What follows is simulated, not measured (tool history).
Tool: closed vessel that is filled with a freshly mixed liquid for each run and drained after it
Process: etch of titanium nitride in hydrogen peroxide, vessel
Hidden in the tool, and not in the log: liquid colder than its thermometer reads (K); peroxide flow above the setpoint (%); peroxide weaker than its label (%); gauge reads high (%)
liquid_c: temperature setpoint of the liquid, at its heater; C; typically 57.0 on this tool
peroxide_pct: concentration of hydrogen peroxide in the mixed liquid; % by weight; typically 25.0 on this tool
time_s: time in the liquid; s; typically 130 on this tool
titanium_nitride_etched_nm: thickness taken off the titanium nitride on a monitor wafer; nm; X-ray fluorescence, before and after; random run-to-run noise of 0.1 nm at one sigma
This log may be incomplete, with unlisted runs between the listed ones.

run,hour,liquid_c,peroxide_pct,time_s,wafers since the last listed run,hours since the thermometer was replaced,hours since the peroxide flow meter was replaced,hours since the drum of peroxide was connected,hours since the gauge calibration,"read-back film thickness of the titanium nitride reference wafer, read on the same gauge (nm)",titanium_nitride_etched_nm
1,0.0,57.0,25.0,130,0,1137.6,1490.4,1306.3,300.0,79.99,17.05
2,13.4,57.0,25.0,130,1715,1151.0,1503.8,1319.7,313.4,80.01,17.00
3,31.1,57.0,25.0,130,2266,1168.7,1521.5,1337.4,331.1,80.02,17.06
4,38.6,57.0,25.0,130,960,1176.2,1529.0,1344.9,338.6,80.03,17.01
5,48.8,57.0,30.0,130,1306,1186.4,1539.2,1355.1,348.8,79.99,17.60
6,67.0,57.0,30.0,130,2330,1204.6,1557.4,1373.3,367.0,80.01,17.54
7,80.1,57.0,30.0,130,1677,1217.7,1570.5,1386.4,380.1,80.01,17.53
8,96.2,57.0,28.5,130,2061,1233.8,1586.6,1402.5,396.2,80.02,17.32
# hour 98.7: peroxide flow meter replaced
9,103.8,64.0,22.5,130,845,1241.4,5.1,1410.1,403.8,80.01,26.85
10,112.3,53.5,28.0,60,1088,1249.9,13.6,1418.6,412.3,80.00,6.22
11,129.2,57.0,25.0,130,2164,1266.8,30.5,1435.5,429.2,80.00,16.90
12,135.4,47.5,29.0,75,793,1273.0,36.7,1441.7,435.4,80.00,5.07
13,147.9,49.0,20.5,130,1600,1285.5,49.2,1454.2,447.9,80.01,9.14
# hour 156.6: thermometer replaced
14,164.5,65.5,21.0,160,1997,7.9,65.8,1470.8,464.5,80.01,32.71
# hour 171.0: gauge calibrated
15,172.2,51.0,30.0,160,985,15.6,73.5,1478.5,1.2,79.98,12.63
16,186.4,57.0,25.0,130,1818,29.8,87.7,1492.7,15.4,79.98,15.30
17,202.9,65.5,28.0,130,2112,46.3,104.2,1509.2,31.9,80.01,27.93
# hour 212.0: new drum of peroxide connected
18,213.1,57.0,25.0,130,1178,56.5,114.4,1.1,42.1,80.02,15.35
19,229.2,57.0,25.0,130,2061,72.6,130.5,17.2,58.2,80.01,15.28
20,242.9,47.0,30.0,205,1754,86.3,144.2,30.9,71.9,80.02,12.24
21,257.7,62.5,30.0,60,1895,101.1,159.0,45.7,86.7,79.98,10.71
22,264.9,64.5,28.0,180,921,108.3,166.2,52.9,93.9,80.03,36.26
23,276.8,64.0,30.0,130,1523,120.2,178.1,64.8,105.8,80.02,25.72
# hour 281.2: thermometer replaced, repeated, since the last time left the tool worse
24,292.0,66.0,25.0,190,1818,10.8,193.3,80.0,121.0,80.00,50.69
25,304.5,50.5,28.5,165,1600,23.3,205.8,92.5,133.5,80.01,15.55
26,313.0,57.0,30.0,90,1088,31.8,214.3,101.0,142.0,79.99,13.60
27,321.2,57.0,30.0,110,1050,40.0,222.5,109.2,150.2,79.98,16.69
28,328.1,57.0,30.0,180,883,46.9,229.4,116.1,157.1,79.99,27.28
29,334.2,57.0,25.0,200,781,53.0,235.5,122.2,163.2,80.00,28.83

Hidden state at the last listed run before each entry between runs and at the first one after, where it differs:
Run 8 -> run 9: peroxide flow meter replaced (hour 98.7)
  liquid colder than its thermometer reads (K): 1.74 -> 1.75
  what was measured, less what the result would be without the hidden state, titanium_nitride_etched_nm: -2.23 -> -3.32 nm
Run 13 -> run 14: thermometer replaced (hour 156.6)
  liquid colder than its thermometer reads (K): 1.8 -> 3.1
  what was measured, less what the result would be without the hidden state, titanium_nitride_etched_nm: -1.28 -> -7.48 nm
Run 14 -> run 15: gauge calibrated (hour 171.0)
  liquid colder than its thermometer reads (K): 3.1 -> 3.11
  what was measured, less what the result would be without the hidden state, titanium_nitride_etched_nm: -7.48 -> -3.20 nm
Run 17 -> run 18: new drum of peroxide connected (hour 212.0)
  liquid colder than its thermometer reads (K): 3.15 -> 3.17
  what was measured, less what the result would be without the hidden state, titanium_nitride_etched_nm: -6.49 -> -3.81 nm
Run 23 -> run 24: thermometer replaced, repeated, since the last time left the tool worse (hour 281.2)
  liquid colder than its thermometer reads (K): 3.25 -> 0.112
  what was measured, less what the result would be without the hidden state, titanium_nitride_etched_nm: -6.25 -> -0.36 nm
